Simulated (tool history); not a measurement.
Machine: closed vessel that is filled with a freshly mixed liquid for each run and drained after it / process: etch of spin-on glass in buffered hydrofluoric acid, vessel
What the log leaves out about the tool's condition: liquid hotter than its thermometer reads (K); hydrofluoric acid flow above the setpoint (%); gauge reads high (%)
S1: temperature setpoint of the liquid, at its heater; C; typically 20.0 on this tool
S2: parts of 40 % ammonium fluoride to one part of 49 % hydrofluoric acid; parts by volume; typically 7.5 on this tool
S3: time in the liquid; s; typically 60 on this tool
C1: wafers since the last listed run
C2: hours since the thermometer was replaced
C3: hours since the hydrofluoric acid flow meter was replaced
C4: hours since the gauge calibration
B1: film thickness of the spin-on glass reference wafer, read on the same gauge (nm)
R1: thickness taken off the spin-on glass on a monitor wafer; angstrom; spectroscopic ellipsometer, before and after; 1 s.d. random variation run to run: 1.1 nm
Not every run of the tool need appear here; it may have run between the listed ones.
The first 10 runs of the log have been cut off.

run   hour    S1    S2  S3    C1      C2     C3     C4     B1      R1
 11  116.6  23.0   7.5  50  1331  1089.3  924.6  219.2  90.01  2451.6
 12  129.9  20.0   7.5  60  1945  1102.6  937.9  232.5  90.01  2531.2
     137.5  -- hydrofluoric acid flow meter replaced
 13  140.5  20.0   7.5  60  1404  1113.2    3.0  243.1  90.00  2350.8
 14  149.7  20.0   7.5  60  1346  1122.4   12.2  252.3  90.00  2325.8
 15  159.5  20.0   7.5  60  1433  1132.2   22.0  262.1  90.02  2352.2
 16  170.1  20.0   8.5  60  1550  1142.8   32.6  272.7  90.00  2060.0
 17  180.5  23.0   5.5  45  1521  1153.2   43.0  283.1  90.00  2743.8
 18  228.5  20.0   8.5  30  7022  1201.2   91.0  331.1  89.99  1033.6
 19  236.0  21.5   9.0  45  1097  1208.7   98.5  338.6  89.98  1580.7
 20  250.3  20.0  10.0  60  2092  1223.0  112.8  352.9  90.02  1817.1
 21  257.3  17.5   8.5  30  1024  1230.0  119.8  359.9  90.00   899.6
 22  267.5  25.0  10.0  75  1492  1240.2  130.0  370.1  90.01  2972.9
 23  276.0  25.0  10.0  75  1243  1248.7  138.5  378.6  89.98  2989.6
 24  292.8  20.0   7.5  60  2458  1265.5  155.3  395.4  90.01  2398.4
     303.5  -- thermometer replaced
 25  308.5  20.0   7.5  60  2150     5.0  171.0  411.1  90.01  2227.8
     329.8  -- gauge calibrated
 26  348.2  20.0   8.5  60  5808    44.7  210.7   18.4  90.01  1950.5
 27  394.3  20.0   7.5  60  6744    90.8  256.8   64.5  89.99  2243.7
 28  402.4  20.0   7.5  60  1185    98.9  264.9   72.6  89.98  2250.1
 29  445.3  20.0   9.5  50  6276   141.8  307.8  115.5  90.00  1494.6
 30  462.0  17.0   7.5  50  2443   158.5  324.5  132.2  90.00  1590.4
 31  478.2  20.0   6.5  60  2370   174.7  340.7  148.4  90.02  2595.4
 32  496.0  20.0   7.5  35  2604   192.5  358.5  166.2  90.01  1328.9

5 options for the next run, each taken on its own from the tool as it stands now. Forecast them:
  A  496.7  20.0   7.5  60  102  193.2  359.2  166.9   ?   ?
  B  496.7  21.5   7.5  60  102  193.2  359.2  166.9   ?   ?
  C  496.7  17.0   6.5  40  102  193.2  359.2  166.9   ?   ?
  D  496.7  20.0   9.5  60  102  193.2  359.2  166.9   ?   ?
  E  496.7  24.0  10.5  60  102  193.2  359.2  166.9   ?   ?

run     B1      R1
  A  90.00  2288.9
  B  90.00  2487.7
  C  90.00  1472.6
  D  90.00  1795.0
  E  90.00  2084.4
Had the tool no hidden state, the same runs would have come out as:
run      R1
  A  2192.7
  B  2383.6
  C  1417.9
  D  1739.2
  E  2002.9
